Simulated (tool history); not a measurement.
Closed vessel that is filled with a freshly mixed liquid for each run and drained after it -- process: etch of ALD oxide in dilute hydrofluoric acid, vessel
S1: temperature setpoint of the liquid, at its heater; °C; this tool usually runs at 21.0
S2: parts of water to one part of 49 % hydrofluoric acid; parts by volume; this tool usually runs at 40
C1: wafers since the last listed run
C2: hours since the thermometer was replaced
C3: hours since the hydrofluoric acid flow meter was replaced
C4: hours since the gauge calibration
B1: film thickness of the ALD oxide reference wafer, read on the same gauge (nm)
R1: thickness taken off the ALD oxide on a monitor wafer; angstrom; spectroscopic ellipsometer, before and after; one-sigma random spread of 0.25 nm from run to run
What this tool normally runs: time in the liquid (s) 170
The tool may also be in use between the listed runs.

run 1 day=0.000 | S1=18.0 S2=40 time_in_the_liquid_(s)=170 | C1=0 C2=447.2 C3=323.3 C4=269.7 | B1=149.98 | R1=313.8
-- day=4.925 thermometer replaced
run 2 day=6.088 | S1=18.0 S2=40 time_in_the_liquid_(s)=170 | C1=13399 C2=27.9 C3=469.4 C4=415.8 | B1=150.00 | R1=326.8
run 3 day=7.279 | S1=18.0 S2=40 time_in_the_liquid_(s)=170 | C1=2641 C2=56.5 C3=498.0 C4=444.4 | B1=149.99 | R1=326.1
run 4 day=10.158 | S1=21.0 S2=40 time_in_the_liquid_(s)=170 | C1=6381 C2=125.6 C3=567.1 C4=513.5 | B1=150.00 | R1=372.1
run 5 day=11.858 | S1=21.0 S2=40 time_in_the_liquid_(s)=170 | C1=3767 C2=166.4 C3=607.9 C4=554.3 | B1=150.00 | R1=371.3
run 6 day=13.567 | S1=21.0 S2=40 time_in_the_liquid_(s)=170 | C1=3786 C2=207.4 C3=648.9 C4=595.3 | B1=150.00 | R1=374.1
run 7 day=16.200 | S1=21.0 S2=40 time_in_the_liquid_(s)=170 | C1=5836 C2=270.6 C3=712.1 C4=658.5 | B1=150.01 | R1=375.5
run 8 day=17.608 | S1=21.0 S2=40 time_in_the_liquid_(s)=170 | C1=3121 C2=304.4 C3=745.9 C4=692.3 | B1=150.02 | R1=371.8
run 9 day=19.521 | S1=21.0 S2=40 time_in_the_liquid_(s)=170 | C1=4238 C2=350.3 C3=791.8 C4=738.2 | B1=150.00 | R1=369.0
run 10 day=22.379 | S1=21.0 S2=45 time_in_the_liquid_(s)=170 | C1=6335 C2=418.9 C3=860.4 C4=806.8 | B1=149.99 | R1=335.0
run 11 day=24.462 | S1=21.0 S2=45 time_in_the_liquid_(s)=170 | C1=4617 C2=468.9 C3=910.4 C4=856.8 | B1=150.00 | R1=331.6
run 12 day=25.517 | S1=19.5 S2=30 time_in_the_liquid_(s)=170 | C1=2336 C2=494.2 C3=935.7 C4=882.1 | B1=150.00 | R1=475.4
run 13 day=28.271 | S1=18.5 S2=40 time_in_the_liquid_(s)=230 | C1=6104 C2=560.3 C3=1001.8 C4=948.2 | B1=150.02 | R1=458.9
run 14 day=29.979 | S1=18.0 S2=50 time_in_the_liquid_(s)=170 | C1=3786 C2=601.3 C3=1042.8 C4=989.2 | B1=149.97 | R1=262.2
-- day=31.062 thermometer replaced
run 15 day=33.008 | S1=19.0 S2=55 time_in_the_liquid_(s)=70 | C1=6621 C2=46.7 C3=1115.5 C4=1061.9 | B1=149.99 | R1=104.9
run 16 day=34.446 | S1=21.0 S2=40 time_in_the_liquid_(s)=170 | C1=3186 C2=81.2 C3=1150.0 C4=1096.4 | B1=150.02 | R1=391.7
-- day=34.654 hydrofluoric acid flow meter replaced
run 17 day=36.975 | S1=21.0 S2=40 time_in_the_liquid_(s)=170 | C1=5513 C2=141.9 C3=55.7 C4=1157.1 | B1=149.98 | R1=360.8
-- day=37.754 gauge calibrated
run 18 day=38.146 | S1=21.0 S2=45 time_in_the_liquid_(s)=170 | C1=2595 C2=170.0 C3=83.8 C4=9.4 | B1=150.00 | R1=324.1
run 19 day=40.933 | S1=17.0 S2=40 time_in_the_liquid_(s)=170 | C1=6178 C2=236.9 C3=150.7 C4=76.3 | B1=150.02 | R1=304.9
run 20 day=42.846 | S1=21.0 S2=35 time_in_the_liquid_(s)=120 | C1=4238 C2=282.8 C3=196.6 C4=122.2 | B1=150.00 | R1=295.9
run 21 day=45.221 | S1=21.0 S2=40 time_in_the_liquid_(s)=225 | C1=5263 C2=339.8 C3=253.6 C4=179.2 | B1=149.99 | R1=477.9
run 22 day=47.029 | S1=21.0 S2=40 time_in_the_liquid_(s)=170 | C1=4007 C2=383.2 C3=297.0 C4=222.6 | B1=150.00 | R1=367.0
run 23 day=49.946 | S1=17.0 S2=50 time_in_the_liquid_(s)=200 | C1=6464 C2=453.2 C3=367.0 C4=292.6 | B1=150.00 | R1=286.0

What if the next run were any one of these 5? Each begins from the tool's condition after run 23:
run A day=49.975 | S1=21.0 S2=25 time_in_the_liquid_(s)=170 | C1=64 C2=453.9 C3=367.7 C4=293.3 | B1=? | R1=?
run B day=49.975 | S1=21.0 S2=40 time_in_the_liquid_(s)=260 | C1=64 C2=453.9 C3=367.7 C4=293.3 | B1=? | R1=?
run C day=49.975 | S1=17.0 S2=30 time_in_the_liquid_(s)=215 | C1=64 C2=453.9 C3=367.7 C4=293.3 | B1=? | R1=?
run D day=49.975 | S1=19.0 S2=30 time_in_the_liquid_(s)=110 | C1=64 C2=453.9 C3=367.7 C4=293.3 | B1=? | R1=?
run E day=49.975 | S1=22.5 S2=40 time_in_the_liquid_(s)=235 | C1=64 C2=453.9 C3=367.7 C4=293.3 | B1=? | R1=?

run=A B1=149.99 R1=600.3
run=B B1=149.99 R1=563.8
run=C B1=149.99 R1=528.2
run=D B1=149.99 R1=295.1
run=E B1=149.99 R1=543.1
Stripped of hidden state, with their random variation kept, the same runs would have yielded:
run=A R1=597.1
run=B R1=560.2
run=C R1=525.7
run=D R1=293.5
run=E R1=539.4
